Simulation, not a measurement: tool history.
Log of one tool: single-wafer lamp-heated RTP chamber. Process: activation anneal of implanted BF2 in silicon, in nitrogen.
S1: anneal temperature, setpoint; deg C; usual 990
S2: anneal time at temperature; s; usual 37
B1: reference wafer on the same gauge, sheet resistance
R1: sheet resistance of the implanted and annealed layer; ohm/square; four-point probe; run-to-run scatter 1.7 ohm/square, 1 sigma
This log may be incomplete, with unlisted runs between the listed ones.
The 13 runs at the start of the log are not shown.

{"run": 14, "day": 14.725, "S1": 990, "S2": 37, "B1": 493.12, "R1": 568.13}
{"run": 15, "day": 15.788, "S1": 990, "S2": 37, "B1": 492.76, "R1": 569.72}
{"run": 16, "day": 16.375, "S1": 990, "S2": 37, "B1": 493.03, "R1": 567.13}
{"run": 17, "day": 17.179, "S1": 990, "S2": 37, "B1": 493.27, "R1": 568.58}
{"run": 18, "day": 17.917, "S1": 990, "S2": 37, "B1": 493.05, "R1": 569.3}
{"run": 19, "day": 19.067, "S1": 982, "S2": 22, "B1": 492.85, "R1": 597.68}
{"run": 20, "day": 20.162, "S1": 990, "S2": 18, "B1": 493.03, "R1": 587.7}
{"run": 21, "day": 20.908, "S1": 1006, "S2": 16, "B1": 493.12, "R1": 574.29}
{"run": 22, "day": 21.546, "S1": 967, "S2": 47, "B1": 493.3, "R1": 595.72}
{"run": 23, "day": 22.221, "S1": 982, "S2": 22, "B1": 493.34, "R1": 596.73}
{"run": 24, "day": 23.042, "S1": 1019, "S2": 58, "B1": 493.04, "R1": 516.48}
{"run": 25, "day": 24.192, "S1": 1003, "S2": 17, "B1": 493.11, "R1": 574.44}
{"day": 27.271, "done": "pyrometer window cleaned and pyrometer calibrated"}
{"run": 26, "day": 28.208, "S1": 990, "S2": 37, "B1": 493.04, "R1": 560.49}
{"run": 27, "day": 28.725, "S1": 982, "S2": 23, "B1": 493.3, "R1": 589.02}
{"run": 28, "day": 30.112, "S1": 990, "S2": 37, "B1": 493.01, "R1": 563.59}
{"run": 29, "day": 30.704, "S1": 1020, "S2": 56, "B1": 492.52, "R1": 514.35}
{"run": 30, "day": 31.408, "S1": 990, "S2": 21, "B1": 493.53, "R1": 577.5}
{"run": 31, "day": 32.479, "S1": 999, "S2": 56, "B1": 492.94, "R1": 533.12}

3 ways to go on from here, each from the tool as it stands after run 31. What would each give?
{"run": "A", "day": 32.496, "S1": 990, "S2": 37, "B1": "?", "R1": "?"}
{"run": "B", "day": 32.496, "S1": 1008, "S2": 56, "B1": "?", "R1": "?"}
{"run": "C", "day": 32.496, "S1": 971, "S2": 28, "B1": "?", "R1": "?"}

run=A B1=493.21 R1=554.64
run=B B1=493.21 R1=521.21
run=C B1=493.21 R1=593.38
Take away the tool's hidden state, keep each run's random variation, and the runs would have read:
run=A R1=568.98
run=B R1=530.62
run=C R1=611.12
